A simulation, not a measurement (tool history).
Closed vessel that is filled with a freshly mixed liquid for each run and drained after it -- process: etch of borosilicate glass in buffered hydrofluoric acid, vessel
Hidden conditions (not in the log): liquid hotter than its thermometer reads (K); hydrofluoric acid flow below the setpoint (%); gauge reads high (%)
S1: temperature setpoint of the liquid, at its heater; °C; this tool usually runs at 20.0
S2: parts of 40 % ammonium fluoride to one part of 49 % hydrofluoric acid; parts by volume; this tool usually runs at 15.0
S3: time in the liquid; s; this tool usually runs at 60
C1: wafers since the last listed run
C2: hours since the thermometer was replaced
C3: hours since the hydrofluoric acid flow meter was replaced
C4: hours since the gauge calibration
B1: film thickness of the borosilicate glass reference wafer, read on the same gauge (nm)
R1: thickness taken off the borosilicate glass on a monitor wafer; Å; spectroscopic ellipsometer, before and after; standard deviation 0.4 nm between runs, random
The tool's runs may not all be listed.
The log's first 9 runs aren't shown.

run	day	S1	S2	S3	C1	C2	C3	C4	B1	R1
10	19.912	22.0	18.0	90	5393	433.7	100.2	2845.0	110.03	606.8
11	21.942	18.5	17.5	85	5636	482.4	148.9	2893.7	110.01	498.6
12	25.425	22.0	11.5	80	9675	566.0	232.5	2977.3	110.01	849.6
# day 29.508: thermometer replaced
13	29.529	20.0	15.0	40	11284	0.5	331.0	3075.8	109.99	283.5
14	42.608	22.5	18.5	70	36331	314.4	644.9	3389.7	110.01	470.4
15	46.371	18.0	11.5	85	10451	404.7	735.2	3480.0	109.99	729.1
16	50.112	20.0	15.0	60	10393	494.5	825.0	3569.8	109.97	441.2
17	53.108	20.0	17.5	60	8321	566.4	896.9	3641.7	110.03	389.1
# day 54.325: gauge calibrated
18	57.408	20.0	10.0	60	11944	669.6	1000.1	74.0	110.01	675.8
# day 57.679: hydrofluoric acid flow meter replaced
# day 58.204: thermometer replaced
19	60.392	20.0	9.5	80	8055	52.5	65.1	145.6	109.99	863.8
20	61.912	25.0	15.0	60	4224	89.0	101.6	182.1	110.01	550.4
21	65.888	20.0	15.0	35	11041	184.4	197.0	277.5	110.01	246.7
22	67.833	18.0	20.0	85	5405	231.1	243.7	324.2	109.99	412.0
23	71.092	18.0	9.5	40	9050	309.3	321.9	402.4	110.02	405.3
24	72.946	20.0	15.0	60	5150	353.8	366.4	446.9	109.99	438.7
25	76.683	18.0	13.0	80	10382	443.5	456.1	536.6	109.98	609.4
26	79.158	20.0	9.5	80	6875	502.9	515.5	596.0	110.00	912.9
27	85.129	22.5	15.0	60	16585	646.2	658.8	739.3	109.99	522.8
# day 85.225: thermometer replaced
28	87.058	18.5	9.5	60	5243	44.0	705.1	785.6	110.00	585.9
29	89.771	20.0	15.0	60	7534	109.1	770.2	850.7	109.99	418.6
# day 95.900: hydrofluoric acid flow meter replaced
30	96.542	20.0	15.0	30	18692	271.6	15.4	1013.2	110.00	217.3
31	99.462	20.0	19.5	35	8113	341.7	85.5	1083.3	110.01	195.0

Consider 5 possible next runs. They are alternatives, not a sequence: every one starts from the tool as it was left by run 31. What does each give?
A	99.492	20.0	15.0	60	81	342.4	86.2	1084.0	?	?
B	99.492	21.5	17.0	35	81	342.4	86.2	1084.0	?	?
C	99.492	23.0	15.0	60	81	342.4	86.2	1084.0	?	?
D	99.492	20.0	19.5	60	81	342.4	86.2	1084.0	?	?
E	99.492	20.0	20.0	90	81	342.4	86.2	1084.0	?	?

run	B1	R1
A	110.03	437.5
B	110.03	244.6
C	110.03	514.7
D	110.03	337.2
E	110.03	493.2
With the hidden condition removed and each run's random variation left untouched, the same runs would have given:
run	R1
A	415.5
B	232.4
C	489.3
D	320.2
E	468.3
